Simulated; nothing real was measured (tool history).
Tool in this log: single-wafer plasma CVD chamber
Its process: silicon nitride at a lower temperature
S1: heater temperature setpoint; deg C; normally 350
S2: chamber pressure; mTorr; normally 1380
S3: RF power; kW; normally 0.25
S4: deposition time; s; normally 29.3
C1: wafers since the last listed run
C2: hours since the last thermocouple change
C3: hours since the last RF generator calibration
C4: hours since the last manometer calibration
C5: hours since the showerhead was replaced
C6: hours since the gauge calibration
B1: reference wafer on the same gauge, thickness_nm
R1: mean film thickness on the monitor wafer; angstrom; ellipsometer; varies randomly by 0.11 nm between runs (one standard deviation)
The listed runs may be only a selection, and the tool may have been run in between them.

Run 1, hour 0: usual settings but S1 361 deg C, S3 0.29 kW; C1 0; C2 2096.5; C3 1369.4; C4 1042.8; C5 2519.7; C6 846.9; B1 33.123. Result: R1 329.41 angstrom.
Run 2, hour 22.8: usual settings; C1 620; C2 2119.3; C3 1392.2; C4 1065.6; C5 2542.5; C6 869.7; B1 33.179. Result: R1 303.83 angstrom.
Run 3, hour 35.3: usual settings; C1 340; C2 2131.8; C3 1404.7; C4 1078.1; C5 2555; C6 882.2; B1 33.169. Result: R1 301.3 angstrom.
Run 4, hour 53.8: usual settings but S2 1250 mTorr, S4 30.8 s; C1 503; C2 2150.3; C3 1423.2; C4 1096.6; C5 2573.5; C6 900.7; B1 33.213. Result: R1 310.72 angstrom.
Run 5, hour 66.1: usual settings but S2 1250 mTorr, S4 30.8 s; C1 334; C2 2162.6; C3 1435.5; C4 1108.9; C5 2585.8; C6 913; B1 33.191. Result: R1 310.75 angstrom.
Run 6, hour 85.3: usual settings but S2 1250 mTorr, S4 30.8 s; C1 522; C2 2181.8; C3 1454.7; C4 1128.1; C5 2605; C6 932.2; B1 33.188. Result: R1 311.96 angstrom.
Run 7, hour 103.4: usual settings; C1 492; C2 2199.9; C3 1472.8; C4 1146.2; C5 2623.1; C6 950.3; B1 33.231. Result: R1 301.9 angstrom.
At hour 114.2: RF generator calibrated.
Run 8, hour 119.2: usual settings; C1 212; C2 2215.7; C3 5; C4 1162; C5 2638.9; C6 966.1; B1 33.254. Result: R1 303.17 angstrom.
At hour 129.5: showerhead replaced.
Run 9, hour 142.4: usual settings; C1 413; C2 2238.9; C3 28.2; C4 1185.2; C5 12.9; C6 989.3; B1 33.259. Result: R1 303.67 angstrom.
Run 10, hour 156.4: usual settings; C1 381; C2 2252.9; C3 42.2; C4 1199.2; C5 26.9; C6 1003.3; B1 33.21. Result: R1 304.59 angstrom.
Run 11, hour 180.5: usual settings but S1 341 deg C; C1 656; C2 2277; C3 66.3; C4 1223.3; C5 51; C6 1027.4; B1 33.271. Result: R1 305.91 angstrom.
Run 12, hour 211.2: usual settings but S1 339 deg C, S2 1470 mTorr; C1 836; C2 2307.7; C3 97; C4 1254; C5 81.7; C6 1058.1; B1 33.304. Result: R1 309.56 angstrom.
Run 13, hour 238.3: usual settings but S2 1080 mTorr, S4 34.9 s; C1 738; C2 2334.8; C3 124.1; C4 1281.1; C5 108.8; C6 1085.2; B1 33.282. Result: R1 337.99 angstrom.
Run 14, hour 269.7: usual settings but S2 1070 mTorr; C1 855; C2 2366.2; C3 155.5; C4 1312.5; C5 140.2; C6 1116.6; B1 33.315. Result: R1 284.52 angstrom.
Run 15, hour 292.1: usual settings but S1 356 deg C, S2 1200 mTorr, S3 0.285 kW, S4 27.6 s; C1 610; C2 2388.6; C3 177.9; C4 1334.9; C5 162.6; C6 1139; B1 33.3. Result: R1 298.2 angstrom.
Run 16, hour 305.1: usual settings but S1 338 deg C, S2 1160 mTorr; C1 354; C2 2401.6; C3 190.9; C4 1347.9; C5 175.6; C6 1152; B1 33.362. Result: R1 290.61 angstrom.
Run 17, hour 337.9: usual settings; C1 893; C2 2434.4; C3 223.7; C4 1380.7; C5 208.4; C6 1184.8; B1 33.349. Result: R1 305.67 angstrom.
Run 18, hour 357.6: usual settings; C1 536; C2 2454.1; C3 243.4; C4 1400.4; C5 228.1; C6 1204.5; B1 33.366. Result: R1 305.67 angstrom.
At hour 369.1: gauge calibrated.
Run 19, hour 422.3: usual settings but S4 26.9 s; C1 1762; C2 2518.8; C3 308.1; C4 1465.1; C5 292.8; C6 53.2; B1 32.858. Result: R1 274.35 angstrom.
Run 20, hour 529.8: usual settings but S2 1720 mTorr; C1 2927; C2 2626.3; C3 415.6; C4 1572.6; C5 400.3; C6 160.7; B1 32.9. Result: R1 317.98 angstrom.
At hour 547: thermocouple changed; heater temperature recalibrated.
Run 21, hour 559.1: usual settings but S2 1140 mTorr, S3 0.265 kW, S4 31.4 s; C1 580; C2 12.1; C3 444.9; C4 1601.9; C5 429.6; C6 190; B1 32.891. Result: R1 318.38 angstrom.
Run 22, hour 582.4: usual settings; C1 634; C2 35.4; C3 468.2; C4 1625.2; C5 452.9; C6 213.3; B1 32.968. Result: R1 300.75 angstrom.
At hour 604.3: capacitance manometer re-zeroed and calibrated.
Run 23, hour 610.7: usual settings but S3 0.295 kW, S4 26.6 s; C1 552; C2 63.7; C3 496.5; C4 6.4; C5 481.2; C6 241.6; B1 32.976. Result: R1 302.25 angstrom.
Run 24, hour 637.2: usual settings but S1 356 deg C, S2 1200 mTorr, S3 0.285 kW, S4 27.6 s; C1 721; C2 90.2; C3 523; C4 32.9; C5 507.7; C6 268.1; B1 32.975. Result: R1 295.22 angstrom.
Run 25, hour 671.4: usual settings but S1 358 deg C, S3 0.28 kW; C1 931; C2 124.4; C3 557.2; C4 67.1; C5 541.9; C6 302.3; B1 33.031. Result: R1 321.27 angstrom.

Estimate the outcome of run 26 from the log above:
Run 26, hour 698.1: usual settings but S4 33.7 s; C1 727; C2 151.1; C3 583.9; C4 93.8; C5 568.6; C6 329; B1 ?. Result: R1 ?.

{"run 26": {"B1": 33.013, "R1": 346.97}}
With the hidden condition absent and the run-to-run variation left alone, this run would have shown R1 344.66 angstrom.
